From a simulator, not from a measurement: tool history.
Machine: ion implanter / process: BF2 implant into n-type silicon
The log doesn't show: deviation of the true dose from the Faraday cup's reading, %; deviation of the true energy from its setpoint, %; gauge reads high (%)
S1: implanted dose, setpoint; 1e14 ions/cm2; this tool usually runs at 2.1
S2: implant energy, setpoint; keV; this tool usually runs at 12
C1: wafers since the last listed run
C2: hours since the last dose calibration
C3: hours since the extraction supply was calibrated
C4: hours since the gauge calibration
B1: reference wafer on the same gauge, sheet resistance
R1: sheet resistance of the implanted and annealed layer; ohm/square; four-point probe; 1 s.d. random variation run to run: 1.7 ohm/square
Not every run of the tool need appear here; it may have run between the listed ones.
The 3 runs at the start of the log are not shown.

run 4 hour=175.2 | S1=2.1 S2=12 | C1=1650 C2=464.7 C3=5665.9 C4=1717 | B1=520.86 | R1=532.69
run 5 hour=263.1 | S1=2.1 S2=12 | C1=2722 C2=552.6 C3=5753.8 C4=1804.9 | B1=520.1 | R1=532.74
run 6 hour=325.3 | S1=2.1 S2=12 | C1=1926 C2=614.8 C3=5816 C4=1867.1 | B1=520.45 | R1=529.27
run 7 hour=368.7 | S1=2.1 S2=9.5 | C1=1344 C2=658.2 C3=5859.4 C4=1910.5 | B1=520.09 | R1=547.96
run 8 hour=431.5 | S1=2.36 S2=15.5 | C1=1944 C2=721 C3=5922.2 C4=1973.3 | B1=519.63 | R1=471.84
run 9 hour=499.4 | S1=2.36 S2=15.5 | C1=2102 C2=788.9 C3=5990.1 C4=2041.2 | B1=520.82 | R1=471.06
run 10 hour=605.7 | S1=2.52 S2=12 | C1=3292 C2=895.2 C3=6096.4 C4=2147.5 | B1=519.7 | R1=456.85
run 11 hour=684.1 | S1=2.52 S2=12 | C1=2428 C2=973.6 C3=6174.8 C4=2225.9 | B1=519.48 | R1=460.65
run 12 hour=788.3 | S1=2.1 S2=12 | C1=3227 C2=1077.8 C3=6279 C4=2330.1 | B1=519.94 | R1=539.97
run 13 hour=871.1 | S1=2.1 S2=14.5 | C1=2564 C2=1160.6 C3=6361.8 C4=2412.9 | B1=519.94 | R1=528.06
-- hour=922.5 Faraday cup replaced and dose calibrated
-- hour=934.8 gauge calibrated
run 14 hour=952.5 | S1=2.1 S2=14.5 | C1=2273 C2=30 C3=6443.2 C4=17.7 | B1=519.4 | R1=519.26
run 15 hour=1024.1 | S1=1.77 S2=12 | C1=2217 C2=101.6 C3=6514.8 C4=89.3 | B1=520.49 | R1=613.9
run 16 hour=1088.3 | S1=1.77 S2=12 | C1=1988 C2=165.8 C3=6579 C4=153.5 | B1=519.88 | R1=616.3
run 17 hour=1186.3 | S1=1.77 S2=12 | C1=3035 C2=263.8 C3=6677 C4=251.5 | B1=519.82 | R1=616.29
run 18 hour=1237 | S1=2.28 S2=10 | C1=1570 C2=314.5 C3=6727.7 C4=302.2 | B1=519.54 | R1=505.59
run 19 hour=1333.7 | S1=2.1 S2=12 | C1=2994 C2=411.2 C3=6824.4 C4=398.9 | B1=520.76 | R1=531.39
run 20 hour=1426.6 | S1=1.58 S2=12 | C1=2877 C2=504.1 C3=6917.3 C4=491.8 | B1=519.85 | R1=684.14
run 21 hour=1469.2 | S1=1.77 S2=12 | C1=1319 C2=546.7 C3=6959.9 C4=534.4 | B1=519.44 | R1=621.17
-- hour=1509.3 extraction supply calibrated
run 22 hour=1558.7 | S1=1.73 S2=13.5 | C1=2524 C2=636.2 C3=49.4 C4=623.9 | B1=519.78 | R1=624.89
run 23 hour=1662.8 | S1=2.52 S2=10.5 | C1=3224 C2=740.3 C3=153.5 C4=728 | B1=520.63 | R1=464.59

Forecast run 24:
run 24 hour=1747.6 | S1=2.29 S2=14.5 | C1=2626 C2=825.1 C3=238.3 C4=812.8 | B1=? | R1=?

B1: 519.79
R1: 487.14 ohm/square
If the tool had no hidden condition, the same run with the same run-to-run variation would have returned R1 481.91 ohm/square.

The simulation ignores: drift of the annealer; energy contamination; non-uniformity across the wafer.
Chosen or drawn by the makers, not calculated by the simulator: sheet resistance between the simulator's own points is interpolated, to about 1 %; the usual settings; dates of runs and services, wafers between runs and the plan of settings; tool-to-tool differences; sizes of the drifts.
